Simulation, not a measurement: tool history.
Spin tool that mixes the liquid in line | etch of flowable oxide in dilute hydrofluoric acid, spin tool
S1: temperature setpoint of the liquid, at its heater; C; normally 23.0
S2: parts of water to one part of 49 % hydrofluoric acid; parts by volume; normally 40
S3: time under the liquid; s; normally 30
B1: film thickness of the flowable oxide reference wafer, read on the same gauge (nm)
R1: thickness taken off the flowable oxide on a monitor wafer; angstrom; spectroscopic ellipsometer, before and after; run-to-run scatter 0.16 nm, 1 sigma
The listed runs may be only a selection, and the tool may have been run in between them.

| run | hour | S1 | S2 | S3 | B1 | R1 |
|---|---|---|---|---|---|---|
| 1 | 0.0 | 23.0 | 40 | 30 | 109.99 | 249.7 |
| 2 | 91.4 | 23.0 | 40 | 30 | 110.01 | 248.9 |
| 3 | 137.0 | 23.0 | 25 | 30 | 110.01 | 398.7 |
| 4 | 207.9 | 23.0 | 25 | 30 | 110.00 | 397.6 |
| 5 | 247.2 | 23.0 | 25 | 30 | 109.99 | 400.4 |
| 6 | 289.8 | 23.0 | 25 | 35 | 110.01 | 459.2 |
|  | 409.7 | thermometer replaced |
| 7 | 473.6 | 23.0 | 40 | 30 | 110.01 | 251.9 |
|  | 486.5 | hydrofluoric acid flow meter replaced |
| 8 | 532.6 | 23.0 | 40 | 30 | 110.00 | 255.5 |
| 9 | 590.6 | 23.0 | 40 | 30 | 109.98 | 252.0 |
| 10 | 640.5 | 23.0 | 40 | 30 | 110.00 | 251.8 |
| 11 | 721.8 | 21.0 | 40 | 30 | 110.02 | 232.0 |
| 12 | 815.2 | 23.0 | 40 | 15 | 110.01 | 123.5 |
| 13 | 905.2 | 18.5 | 25 | 25 | 110.01 | 271.9 |
|  | 948.7 | gauge calibrated |
| 14 | 976.7 | 23.0 | 40 | 30 | 110.00 | 243.9 |
| 15 | 1032.7 | 23.0 | 40 | 35 | 110.02 | 281.4 |
| 16 | 1081.4 | 23.0 | 40 | 35 | 110.00 | 281.8 |
| 17 | 1173.2 | 23.0 | 25 | 30 | 110.01 | 387.4 |
|  | 1199.0 | thermometer replaced |
| 18 | 1257.3 | 23.0 | 40 | 30 | 110.00 | 253.8 |
| 19 | 1337.4 | 23.0 | 30 | 50 | 110.01 | 571.1 |
| 20 | 1436.1 | 20.5 | 40 | 30 | 110.00 | 226.4 |
| 21 | 1515.4 | 23.0 | 30 | 15 | 110.00 | 166.4 |

Each row is a separate what-if for the run after 21, all from the same tool condition, not one after another. Results?
| A | 1515.8 | 23.0 | 40 | 30 | ? | ? |
| B | 1515.8 | 19.0 | 40 | 45 | ? | ? |
| C | 1515.8 | 23.0 | 55 | 30 | ? | ? |

| run | B1 | R1 |
|---|---|---|
| A | 110.01 | 248.6 |
| B | 110.01 | 314.3 |
| C | 110.01 | 177.4 |
Take away the tool's hidden state, keep each run's random variation, and the runs would have read:
| run | R1 |
|---|---|
| A | 258.9 |
| B | 327.7 |
| C | 184.7 |

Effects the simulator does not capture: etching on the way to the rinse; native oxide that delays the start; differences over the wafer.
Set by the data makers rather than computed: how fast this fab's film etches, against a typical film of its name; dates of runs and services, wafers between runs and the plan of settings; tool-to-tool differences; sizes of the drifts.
